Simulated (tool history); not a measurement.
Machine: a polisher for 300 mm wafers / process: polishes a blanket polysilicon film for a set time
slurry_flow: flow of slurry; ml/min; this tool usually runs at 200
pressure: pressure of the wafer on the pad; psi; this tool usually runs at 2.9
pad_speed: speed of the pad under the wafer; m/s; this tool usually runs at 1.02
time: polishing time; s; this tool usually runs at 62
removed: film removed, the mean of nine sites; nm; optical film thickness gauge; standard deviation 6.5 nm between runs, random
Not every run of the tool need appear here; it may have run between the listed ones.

| run | day | slurry_flow | pressure | pad_speed | time | incoming thickness of the incoming film, nm | removed |
|---|---|---|---|---|---|---|---|
| 1 | 0.000 | 200 | 2.9 | 1.02 | 62 | 2362.7 | 400.0 |
| 2 | 0.883 | 200 | 2.9 | 1.02 | 62 | 2326.2 | 394.0 |
| 3 | 1.704 | 200 | 2.9 | 1.02 | 62 | 2296.5 | 382.0 |
|  | 2.179 | slurry nozzle cleaned |
| 4 | 2.550 | 200 | 2.9 | 1.02 | 62 | 2337.6 | 378.1 |
| 5 | 3.312 | 200 | 2.9 | 1.02 | 62 | 2329.8 | 361.7 |
|  | 4.079 | worn pad replaced by a new one |
| 6 | 5.621 | 200 | 2.9 | 1.02 | 62 | 2333.7 | 406.0 |
| 7 | 9.896 | 200 | 2.9 | 1.02 | 62 | 2336.1 | 364.2 |
| 8 | 10.458 | 200 | 3.3 | 1.02 | 62 | 2320.3 | 413.3 |
| 9 | 11.083 | 200 | 3.3 | 1.02 | 62 | 2327.6 | 417.1 |
|  | 11.600 | worn pad replaced by a new one |
| 10 | 11.621 | 200 | 3.3 | 1.02 | 62 | 2352.7 | 452.8 |
| 11 | 12.983 | 200 | 2.9 | 1.02 | 62 | 2331.3 | 396.2 |
| 12 | 14.329 | 200 | 2.9 | 1.02 | 62 | 2313.9 | 373.4 |
| 13 | 15.246 | 200 | 2.9 | 1.02 | 62 | 2295.7 | 375.8 |
|  | 15.950 | head pressure recalibrated |
| 14 | 16.221 | 200 | 2.9 | 1.10 | 62 | 2366.4 | 432.5 |
| 15 | 16.979 | 240 | 3.2 | 1.02 | 62 | 2290.3 | 449.7 |
| 16 | 18.092 | 240 | 3.2 | 1.02 | 62 | 2329.8 | 436.2 |
| 17 | 18.992 | 200 | 2.9 | 1.02 | 62 | 2361.3 | 381.4 |
|  | 19.692 | worn pad replaced by a new one |
| 18 | 19.712 | 230 | 2.1 | 0.88 | 79 | 2301.9 | 367.0 |
| 19 | 20.846 | 200 | 3.3 | 1.02 | 82 | 2335.0 | 646.1 |
| 20 | 22.133 | 200 | 2.9 | 0.92 | 62 | 2322.1 | 383.4 |
| 21 | 23.533 | 200 | 2.9 | 1.30 | 75 | 2329.4 | 618.6 |
| 22 | 24.342 | 200 | 2.9 | 1.24 | 62 | 2340.1 | 495.9 |
| 23 | 25.379 | 200 | 2.9 | 1.02 | 62 | 2348.5 | 406.5 |
| 24 | 25.904 | 200 | 2.9 | 0.82 | 62 | 2361.6 | 324.8 |
|  | 26.588 | slurry nozzle cleaned |
|  | 26.754 | worn pad replaced by a new one |
| 25 | 27.012 | 200 | 2.9 | 1.18 | 82 | 2345.5 | 668.4 |
| 26 | 31.396 | 200 | 2.9 | 1.02 | 45 | 2361.3 | 293.3 |
| 27 | 31.896 | 200 | 2.9 | 1.02 | 62 | 2307.2 | 401.9 |
| 28 | 32.446 | 200 | 2.9 | 0.70 | 62 | 2291.7 | 276.4 |
| 29 | 33.654 | 200 | 2.9 | 1.02 | 47 | 2338.0 | 286.4 |
| 30 | 34.838 | 170 | 2.1 | 1.24 | 73 | 2365.7 | 394.3 |
|  | 35.129 | worn pad replaced by a new one |
| 31 | 36.258 | 200 | 2.6 | 1.02 | 62 | 2352.2 | 376.9 |
| 32 | 37.471 | 200 | 2.9 | 1.02 | 75 | 2387.5 | 497.2 |

Below are 5 alternative next runs, each starting from the tool's condition after run 32. Predict each:
| A | 37.488 | 200 | 2.9 | 1.32 | 62 | 2296.1 | ? |
| B | 37.488 | 160 | 2.1 | 1.02 | 62 | 2296.1 | ? |
| C | 37.488 | 200 | 2.9 | 1.02 | 74 | 2296.1 | ? |
| D | 37.488 | 220 | 2.3 | 0.76 | 72 | 2296.1 | ? |
| E | 37.488 | 155 | 3.2 | 0.80 | 52 | 2296.1 | ? |

| run | removed |
|---|---|
| A | 519.6 |
| B | 281.7 |
| C | 479.2 |
| D | 278.8 |
| E | 281.0 |
Take away the tool's hidden state, keep each run's random variation, and the runs would have read:
| run | removed |
|---|---|
| A | 572.9 |
| B | 310.7 |
| C | 528.4 |
| D | 307.4 |
| E | 309.9 |

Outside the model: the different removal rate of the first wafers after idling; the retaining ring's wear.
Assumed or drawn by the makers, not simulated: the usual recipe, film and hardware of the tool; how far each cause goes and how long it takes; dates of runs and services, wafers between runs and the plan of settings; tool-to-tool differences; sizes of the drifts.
